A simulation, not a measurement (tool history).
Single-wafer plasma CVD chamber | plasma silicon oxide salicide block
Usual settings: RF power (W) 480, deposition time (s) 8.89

| run | hour | RF power (W) | deposition time (s) | wafers since the last listed run | hours since the last RF generator calibration | hours since the showerhead was replaced | hours since the gauge calibration | read-back reference wafer on the same gauge, thickness_nm | mean film thickness on the monitor wafer (Å) |
|---|---|---|---|---|---|---|---|---|---|
| 1 | 0 | 480 | 8.89 | 0 | 892.7 | 3518.8 | 1184.9 | 72.022 | 859.33 |
| 2 | 64.9 | 480 | 8.89 | 927 | 957.6 | 3583.7 | 1249.8 | 71.986 | 859.89 |
| 3 | 125.3 | 480 | 8.89 | 863 | 1018 | 3644.1 | 1310.2 | 71.997 | 859.86 |
| 4 | 203.8 | 480 | 8.89 | 1122 | 1096.5 | 3722.6 | 1388.7 | 71.977 | 855.27 |
| 5 | 269.1 | 480 | 8.89 | 933 | 1161.8 | 3787.9 | 1454 | 72.022 | 857.02 |
| 6 | 305.5 | 480 | 8.89 | 520 | 1198.2 | 3824.3 | 1490.4 | 71.985 | 858.34 |
| 7 | 377.4 | 480 | 8.89 | 1027 | 1270.1 | 3896.2 | 1562.3 | 71.981 | 859.87 |
| 8 | 417.1 | 480 | 8.89 | 567 | 1309.8 | 3935.9 | 1602 | 72.008 | 861.35 |
| 9 | 521.4 | 480 | 9.81 | 1491 | 1414.1 | 4040.2 | 1706.3 | 71.995 | 950.49 |
| 10 | 588.4 | 505 | 8.22 | 957 | 1481.1 | 4107.2 | 1773.3 | 71.968 | 800.27 |
| 11 | 636.6 | 505 | 8.22 | 689 | 1529.3 | 4155.4 | 1821.5 | 72.013 | 798.59 |
| 12 | 742.9 | 505 | 8.22 | 1519 | 1635.6 | 4261.7 | 1927.8 | 72.008 | 802.98 |
| 13 | 790.5 | 480 | 8.12 | 680 | 1683.2 | 4309.3 | 1975.4 | 72.028 | 780.41 |
| 14 | 845.6 | 415 | 8.89 | 787 | 1738.3 | 4364.4 | 2030.5 | 71.985 | 821.72 |
|  | 886.9 | RF generator calibrated |
| 15 | 906.3 | 415 | 8.89 | 753 | 19.4 | 4425.1 | 2091.2 | 72.02 | 817.1 |
| 16 | 963.8 | 415 | 8.89 | 822 | 76.9 | 4482.6 | 2148.7 | 72.043 | 819.98 |
|  | 971.5 | gauge calibrated |
| 17 | 1058.1 | 480 | 8.89 | 1348 | 171.2 | 4576.9 | 86.6 | 71.959 | 846.84 |
| 18 | 1157.7 | 480 | 8.89 | 1423 | 270.8 | 4676.5 | 186.2 | 71.984 | 850.64 |
| 19 | 1195.8 | 480 | 8.89 | 544 | 308.9 | 4714.6 | 224.3 | 72.022 | 839.68 |
| 20 | 1239 | 500 | 8.89 | 617 | 352.1 | 4757.8 | 267.5 | 72.029 | 853.63 |
| 21 | 1312.5 | 540 | 9.98 | 1050 | 425.6 | 4831.3 | 341 | 72.03 | 972.74 |
| 22 | 1367.4 | 445 | 8.89 | 784 | 480.5 | 4886.2 | 395.9 | 72.012 | 829.43 |
| 23 | 1442.7 | 480 | 8.89 | 1076 | 555.8 | 4961.5 | 471.2 | 71.971 | 844.7 |
|  | 1505.3 | RF generator calibrated, repeated, since the last time left the tool worse |
| 24 | 1542.7 | 570 | 8.89 | 1315 | 37.4 | 5061.5 | 571.2 | 71.959 | 899.29 |
|  | 1599.3 | showerhead replaced |
| 25 | 1627.1 | 575 | 7.32 | 1092 | 121.8 | 27.8 | 655.6 | 72.042 | 744.53 |
| 26 | 1699.2 | 525 | 8.89 | 1030 | 193.9 | 99.9 | 727.7 | 72.03 | 884.31 |
| 27 | 1782.1 | 480 | 8.89 | 1185 | 276.8 | 182.8 | 810.6 | 71.961 | 866.65 |
| 28 | 1819.8 | 430 | 8.89 | 538 | 314.5 | 220.5 | 848.3 | 72.033 | 837.56 |
| 29 | 1878.2 | 545 | 7.32 | 834 | 372.9 | 278.9 | 906.7 | 72.004 | 731.27 |

Estimate the outcome of run 30 from the log above:
| 30 | 1929.5 | 480 | 8.89 | 733 | 424.2 | 330.2 | 958 | ? | ? |

read-back reference wafer on the same gauge, thickness_nm: 71.984
mean film thickness on the monitor wafer (Å): 862.01
Minus the tool's unlogged condition, the same run would have read mean film thickness on the monitor wafer (Å) 865.39.
